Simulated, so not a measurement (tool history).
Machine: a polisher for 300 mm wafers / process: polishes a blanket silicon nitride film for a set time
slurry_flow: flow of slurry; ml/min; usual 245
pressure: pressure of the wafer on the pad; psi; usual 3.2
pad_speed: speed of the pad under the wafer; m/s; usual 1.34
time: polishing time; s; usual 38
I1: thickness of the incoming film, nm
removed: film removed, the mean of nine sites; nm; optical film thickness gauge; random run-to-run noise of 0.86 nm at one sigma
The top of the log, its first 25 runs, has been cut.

Run 26, hour 669.9: usual settings but pressure 3.5 psi; I1 354.2. Result: removed 74.3 nm.
Run 27, hour 688.2: usual settings but pressure 2.3 psi, time 33 s; I1 361.8. Result: removed 48.6 nm.
At hour 705.7: worn pad replaced by a new one.
Run 28, hour 706.2: usual settings but slurry_flow 170 ml/min, pressure 4.2 psi, pad_speed 1.76 m/s, time 30 s; I1 359.4. Result: removed 81.5 nm.
Run 29, hour 718.8: usual settings but pad_speed 1.62 m/s; I1 357.9. Result: removed 80.8 nm.
At hour 728.6: head pressure recalibrated.
Run 30, hour 737.7: usual settings but slurry_flow 205 ml/min, pad_speed 1.1 m/s, time 44 s; I1 359.8. Result: removed 70.4 nm.
Run 31, hour 750.8: usual settings but slurry_flow 290 ml/min, pressure 3.7 psi, pad_speed 1.6 m/s, time 29 s; I1 361.1. Result: removed 70.7 nm.
Run 32, hour 766.4: usual settings but pad_speed 1.52 m/s, time 44 s; I1 359. Result: removed 90.8 nm.
Run 33, hour 789.8: usual settings but pad_speed 1.7 m/s; I1 357.3. Result: removed 84.8 nm.
Run 34, hour 821.3: usual settings but pressure 4 psi, pad_speed 0.88 m/s; I1 357.4. Result: removed 61.2 nm.

Forecast run 35:
Run 35, hour 855.8: usual settings; I1 363.3. Result: removed ?.

For run 35 the tool returned removed 71 nm.
With no hidden state in the tool, this same run would have given removed 71.7 nm.
